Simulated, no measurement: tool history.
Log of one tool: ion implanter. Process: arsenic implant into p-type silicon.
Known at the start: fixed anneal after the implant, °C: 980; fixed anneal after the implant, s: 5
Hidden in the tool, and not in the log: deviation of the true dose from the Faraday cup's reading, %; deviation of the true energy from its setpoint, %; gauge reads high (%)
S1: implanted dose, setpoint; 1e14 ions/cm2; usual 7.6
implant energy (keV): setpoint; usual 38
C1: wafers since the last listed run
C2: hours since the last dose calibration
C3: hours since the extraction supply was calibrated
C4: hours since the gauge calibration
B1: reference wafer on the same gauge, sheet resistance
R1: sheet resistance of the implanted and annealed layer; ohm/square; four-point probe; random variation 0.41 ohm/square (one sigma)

{"run": 1, "hour": 0.0, "S1": 7.6, "implant energy (keV)": 48, "C1": 0, "C2": 595.5, "C3": 5505.1, "C4": 81.6, "B1": 157.83, "R1": 136.36}
{"run": 2, "hour": 9.0, "S1": 7.6, "implant energy (keV)": 38, "C1": 212, "C2": 604.5, "C3": 5514.1, "C4": 90.6, "B1": 157.89, "R1": 143.61}
{"run": 3, "hour": 25.4, "S1": 7.6, "implant energy (keV)": 38, "C1": 386, "C2": 620.9, "C3": 5530.5, "C4": 107, "B1": 157.9, "R1": 144.57}
{"run": 4, "hour": 42.3, "S1": 7.6, "implant energy (keV)": 38, "C1": 398, "C2": 637.8, "C3": 5547.4, "C4": 123.9, "B1": 157.89, "R1": 144.05}
{"run": 5, "hour": 54.0, "S1": 7.6, "implant energy (keV)": 38, "C1": 275, "C2": 649.5, "C3": 5559.1, "C4": 135.6, "B1": 157.97, "R1": 144.95}
{"run": 6, "hour": 68.2, "S1": 7.6, "implant energy (keV)": 38, "C1": 334, "C2": 663.7, "C3": 5573.3, "C4": 149.8, "B1": 158.08, "R1": 144.24}
{"run": 7, "hour": 110.3, "S1": 6.76, "implant energy (keV)": 38, "C1": 991, "C2": 705.8, "C3": 5615.4, "C4": 191.9, "B1": 158.13, "R1": 156.78}
{"run": 8, "hour": 116.5, "S1": 6.76, "implant energy (keV)": 38, "C1": 146, "C2": 712, "C3": 5621.6, "C4": 198.1, "B1": 158.03, "R1": 156.76}
{"run": 9, "hour": 122.8, "S1": 7.6, "implant energy (keV)": 38, "C1": 148, "C2": 718.3, "C3": 5627.9, "C4": 204.4, "B1": 157.84, "R1": 145.45}
{"hour": 140.8, "done": "extraction supply calibrated"}
{"run": 10, "hour": 141.3, "S1": 7.6, "implant energy (keV)": 38, "C1": 247, "C2": 736.8, "C3": 0.5, "C4": 222.9, "B1": 157.98, "R1": 144.79}
{"run": 11, "hour": 150.2, "S1": 7.6, "implant energy (keV)": 38, "C1": 209, "C2": 745.7, "C3": 9.4, "C4": 231.8, "B1": 157.98, "R1": 145.13}
{"run": 12, "hour": 160.8, "S1": 7.6, "implant energy (keV)": 38, "C1": 249, "C2": 756.3, "C3": 20, "C4": 242.4, "B1": 157.98, "R1": 145.71}
{"run": 13, "hour": 170.2, "S1": 7.6, "implant energy (keV)": 38, "C1": 221, "C2": 765.7, "C3": 29.4, "C4": 251.8, "B1": 158.15, "R1": 144.65}
{"run": 14, "hour": 178.4, "S1": 8.83, "implant energy (keV)": 38, "C1": 193, "C2": 773.9, "C3": 37.6, "C4": 260, "B1": 158.03, "R1": 132}
{"run": 15, "hour": 185.9, "S1": 9.87, "implant energy (keV)": 48.5, "C1": 176, "C2": 781.4, "C3": 45.1, "C4": 267.5, "B1": 158.04, "R1": 115.74}
{"hour": 214.2, "done": "Faraday cup replaced and dose calibrated"}
{"run": 16, "hour": 214.7, "S1": 7.6, "implant energy (keV)": 33, "C1": 490, "C2": 0.5, "C3": 73.9, "C4": 296.3, "B1": 157.99, "R1": 142.35}
{"run": 17, "hour": 215.0, "S1": 9.37, "implant energy (keV)": 38, "C1": 7, "C2": 0.8, "C3": 74.2, "C4": 296.6, "B1": 158.04, "R1": 120.63}
{"run": 18, "hour": 226.0, "S1": 7.6, "implant energy (keV)": 44, "C1": 259, "C2": 11.8, "C3": 85.2, "C4": 307.6, "B1": 157.85, "R1": 132.48}
{"run": 19, "hour": 233.2, "S1": 7.6, "implant energy (keV)": 31, "C1": 169, "C2": 19, "C3": 92.4, "C4": 314.8, "B1": 158.09, "R1": 144.55}
{"hour": 237.2, "done": "gauge calibrated"}
{"run": 20, "hour": 241.3, "S1": 6.76, "implant energy (keV)": 38, "C1": 190, "C2": 27.1, "C3": 100.5, "C4": 4.1, "B1": 157.72, "R1": 147.51}
{"run": 21, "hour": 256.0, "S1": 7.6, "implant energy (keV)": 38, "C1": 346, "C2": 41.8, "C3": 115.2, "C4": 18.8, "B1": 158.06, "R1": 136.57}
{"run": 22, "hour": 265.5, "S1": 7.6, "implant energy (keV)": 28.5, "C1": 223, "C2": 51.3, "C3": 124.7, "C4": 28.3, "B1": 158.13, "R1": 147.73}
{"hour": 280.1, "done": "Faraday cup replaced and dose calibrated, repeated, since the last time left the tool worse"}
{"run": 23, "hour": 282.2, "S1": 7.6, "implant energy (keV)": 24.5, "C1": 204, "C2": 2.1, "C3": 141.4, "C4": 45, "B1": 157.97, "R1": 159.84}
{"run": 24, "hour": 295.5, "S1": 7.6, "implant energy (keV)": 38, "C1": 313, "C2": 15.4, "C3": 154.7, "C4": 58.3, "B1": 157.95, "R1": 142.2}
{"run": 25, "hour": 310.2, "S1": 5.42, "implant energy (keV)": 38, "C1": 346, "C2": 30.1, "C3": 169.4, "C4": 73, "B1": 157.92, "R1": 179.68}
{"run": 26, "hour": 325.5, "S1": 7.6, "implant energy (keV)": 30.5, "C1": 360, "C2": 45.4, "C3": 184.7, "C4": 88.3, "B1": 158.02, "R1": 150.4}
{"run": 27, "hour": 342.2, "S1": 8.56, "implant energy (keV)": 48, "C1": 393, "C2": 62.1, "C3": 201.4, "C4": 105, "B1": 157.95, "R1": 124.87}
{"run": 28, "hour": 353.7, "S1": 6.84, "implant energy (keV)": 46, "C1": 270, "C2": 73.6, "C3": 212.9, "C4": 116.5, "B1": 157.78, "R1": 146.87}

Forecast each of these 4 alternatives for the next run:
{"run": "A", "hour": 354.1, "S1": 7.6, "implant energy (keV)": 38, "C1": 9, "C2": 74, "C3": 213.3, "C4": 116.9, "B1": "?", "R1": "?"}
{"run": "B", "hour": 354.1, "S1": 6.21, "implant energy (keV)": 46.5, "C1": 9, "C2": 74, "C3": 213.3, "C4": 116.9, "B1": "?", "R1": "?"}
{"run": "C", "hour": 354.1, "S1": 6.46, "implant energy (keV)": 34.5, "C1": 9, "C2": 74, "C3": 213.3, "C4": 116.9, "B1": "?", "R1": "?"}
{"run": "D", "hour": 354.1, "S1": 9.85, "implant energy (keV)": 49.5, "C1": 9, "C2": 74, "C3": 213.3, "C4": 116.9, "B1": "?", "R1": "?"}

run=A B1=158.1 R1=142.74
run=B B1=158.1 R1=156.98
run=C B1=158.1 R1=162.15
run=D B1=158.1 R1=113.08
Without the tool's hidden state the same runs would have given:
run=A R1=142.59
run=B R1=156.8
run=C R1=161.97
run=D R1=112.97
